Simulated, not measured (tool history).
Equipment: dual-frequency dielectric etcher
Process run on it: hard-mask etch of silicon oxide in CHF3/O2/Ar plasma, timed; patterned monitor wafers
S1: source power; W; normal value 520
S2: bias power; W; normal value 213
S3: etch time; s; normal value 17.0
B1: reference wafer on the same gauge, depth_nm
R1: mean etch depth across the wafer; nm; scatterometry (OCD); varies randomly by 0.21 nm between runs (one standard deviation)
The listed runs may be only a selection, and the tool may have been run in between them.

{"run": 1, "day": 0.0, "S1": 520, "S2": 213, "S3": 18.5, "B1": 33.76, "R1": 37.27}
{"run": 2, "day": 0.275, "S1": 520, "S2": 213, "S3": 17.0, "B1": 33.71, "R1": 34.5}
{"run": 3, "day": 0.854, "S1": 520, "S2": 213, "S3": 17.0, "B1": 33.7, "R1": 34.27}
{"run": 4, "day": 1.254, "S1": 520, "S2": 213, "S3": 17.0, "B1": 33.7, "R1": 33.75}
{"run": 5, "day": 1.525, "S1": 520, "S2": 213, "S3": 17.0, "B1": 33.67, "R1": 34.04}
{"day": 2.112, "done": "source power generator calibrated"}
{"day": 2.588, "done": "gauge calibrated"}
{"day": 2.854, "done": "upper electrode replaced, of another model than before"}
{"run": 6, "day": 2.875, "S1": 520, "S2": 183, "S3": 17.0, "B1": 33.66, "R1": 32.01}
{"run": 7, "day": 2.888, "S1": 520, "S2": 183, "S3": 17.0, "B1": 33.67, "R1": 31.83}
{"run": 8, "day": 2.9, "S1": 520, "S2": 183, "S3": 17.0, "B1": 33.76, "R1": 31.7}
{"run": 9, "day": 3.133, "S1": 520, "S2": 213, "S3": 17.0, "B1": 33.69, "R1": 34.01}
{"run": 10, "day": 3.55, "S1": 520, "S2": 213, "S3": 17.0, "B1": 33.73, "R1": 33.8}
{"run": 11, "day": 3.858, "S1": 520, "S2": 213, "S3": 17.0, "B1": 33.7, "R1": 33.97}
{"day": 4.55, "done": "bias power generator calibrated"}
{"run": 12, "day": 4.596, "S1": 520, "S2": 213, "S3": 17.0, "B1": 33.67, "R1": 33.87}
{"run": 13, "day": 5.238, "S1": 520, "S2": 213, "S3": 17.0, "B1": 33.65, "R1": 33.7}
{"run": 14, "day": 5.921, "S1": 560, "S2": 160, "S3": 20.0, "B1": 33.76, "R1": 36.06}
{"run": 15, "day": 6.567, "S1": 630, "S2": 213, "S3": 20.0, "B1": 33.68, "R1": 44.53}
{"day": 7.608, "done": "wet clean of the chamber"}
{"run": 16, "day": 7.629, "S1": 590, "S2": 246, "S3": 17.0, "B1": 33.79, "R1": 40.38}
{"run": 17, "day": 7.871, "S1": 470, "S2": 253, "S3": 19.5, "B1": 33.69, "R1": 41.23}
{"run": 18, "day": 8.55, "S1": 520, "S2": 213, "S3": 20.0, "B1": 33.66, "R1": 41.82}
{"run": 19, "day": 9.275, "S1": 520, "S2": 258, "S3": 17.0, "B1": 33.67, "R1": 38.84}
{"run": 20, "day": 10.021, "S1": 520, "S2": 229, "S3": 20.5, "B1": 33.62, "R1": 43.7}
{"run": 21, "day": 10.375, "S1": 470, "S2": 213, "S3": 13.0, "B1": 33.67, "R1": 25.37}
{"run": 22, "day": 10.912, "S1": 580, "S2": 189, "S3": 15.0, "B1": 33.72, "R1": 31.39}
{"run": 23, "day": 11.167, "S1": 520, "S2": 213, "S3": 17.0, "B1": 33.7, "R1": 35.19}
{"run": 24, "day": 11.571, "S1": 620, "S2": 245, "S3": 15.0, "B1": 33.66, "R1": 36.53}
{"run": 25, "day": 11.9, "S1": 610, "S2": 213, "S3": 14.0, "B1": 33.71, "R1": 31.53}
{"run": 26, "day": 12.321, "S1": 520, "S2": 213, "S3": 17.0, "B1": 33.72, "R1": 35.11}
{"run": 27, "day": 12.912, "S1": 520, "S2": 213, "S3": 17.0, "B1": 33.61, "R1": 34.88}
{"run": 28, "day": 13.567, "S1": 520, "S2": 196, "S3": 17.0, "B1": 33.71, "R1": 33.41}
{"run": 29, "day": 13.833, "S1": 520, "S2": 213, "S3": 13.5, "B1": 33.64, "R1": 27.63}

The next listed run, before its measurement:
{"day": 13.979, "done": "gauge calibrated"}
{"run": 30, "day": 14.362, "S1": 590, "S2": 243, "S3": 17.0, "B1": "?", "R1": "?"}

B1: 33.67
R1: 39.81 nm
Were there no unlogged condition in the tool, this run, its random variation unchanged, would have produced R1 40.56 nm.
